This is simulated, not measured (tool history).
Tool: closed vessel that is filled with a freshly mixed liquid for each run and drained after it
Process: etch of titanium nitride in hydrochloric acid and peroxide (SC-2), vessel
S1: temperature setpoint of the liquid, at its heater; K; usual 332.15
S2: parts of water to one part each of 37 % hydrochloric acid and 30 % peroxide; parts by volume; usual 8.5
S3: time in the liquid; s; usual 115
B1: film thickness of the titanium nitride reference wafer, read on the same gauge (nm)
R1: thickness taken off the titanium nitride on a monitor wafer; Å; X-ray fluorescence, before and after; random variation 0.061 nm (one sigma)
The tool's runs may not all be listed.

{"run": 1, "hour": 0.0, "S1": 328.15, "S2": 8.5, "S3": 115, "B1": 59.99, "R1": 44}
{"hour": 2.2, "done": "gauge calibrated"}
{"run": 2, "hour": 17.7, "S1": 338.65, "S2": 8.5, "S3": 115, "B1": 60.01, "R1": 84.9}
{"run": 3, "hour": 34.7, "S1": 338.65, "S2": 8.5, "S3": 115, "B1": 59.99, "R1": 84.3}
{"run": 4, "hour": 61.8, "S1": 335.65, "S2": 8.5, "S3": 150, "B1": 60.03, "R1": 91.9}
{"run": 5, "hour": 95.6, "S1": 335.65, "S2": 8.5, "S3": 150, "B1": 59.96, "R1": 91.5}
{"run": 6, "hour": 130.1, "S1": 332.15, "S2": 8.5, "S3": 115, "B1": 60.03, "R1": 55.9}
{"run": 7, "hour": 150.5, "S1": 332.15, "S2": 8.5, "S3": 115, "B1": 59.93, "R1": 56.3}
{"run": 8, "hour": 176.8, "S1": 332.15, "S2": 8.5, "S3": 115, "B1": 59.97, "R1": 56.7}
{"run": 9, "hour": 195.6, "S1": 332.15, "S2": 8.5, "S3": 115, "B1": 60, "R1": 56.4}
{"run": 10, "hour": 221.0, "S1": 332.15, "S2": 8.5, "S3": 115, "B1": 60, "R1": 55.7}
{"run": 11, "hour": 236.4, "S1": 332.15, "S2": 8.5, "S3": 115, "B1": 60.02, "R1": 56.2}
{"run": 12, "hour": 270.0, "S1": 332.15, "S2": 8.5, "S3": 115, "B1": 59.97, "R1": 56.2}
{"hour": 281.5, "done": "new drum of peroxide connected"}
{"hour": 286.8, "done": "thermometer replaced"}
{"run": 13, "hour": 304.9, "S1": 332.15, "S2": 8.5, "S3": 115, "B1": 60, "R1": 68.6}
{"run": 14, "hour": 321.8, "S1": 340.15, "S2": 7, "S3": 95, "B1": 60.02, "R1": 106.2}
{"run": 15, "hour": 335.2, "S1": 332.15, "S2": 8.5, "S3": 115, "B1": 60, "R1": 66.3}
{"hour": 352.2, "done": "gauge calibrated"}
{"run": 16, "hour": 354.4, "S1": 332.15, "S2": 8.5, "S3": 55, "B1": 60.01, "R1": 31.7}
{"hour": 363.8, "done": "chemicals flow meter replaced"}
{"run": 17, "hour": 390.1, "S1": 332.15, "S2": 5, "S3": 65, "B1": 59.98, "R1": 56.2}
{"run": 18, "hour": 421.4, "S1": 336.15, "S2": 8.5, "S3": 115, "B1": 60, "R1": 86.2}
{"run": 19, "hour": 447.7, "S1": 340.65, "S2": 6.5, "S3": 70, "B1": 60.07, "R1": 83.7}

Forecast run 20:
{"run": 20, "hour": 471.7, "S1": 332.15, "S2": 8.5, "S3": 115, "B1": "?", "R1": "?"}

Run 20 gave B1 59.95, R1 66.6 Å.
Without the tool's hidden state the same run would have given R1 67.7 Å.
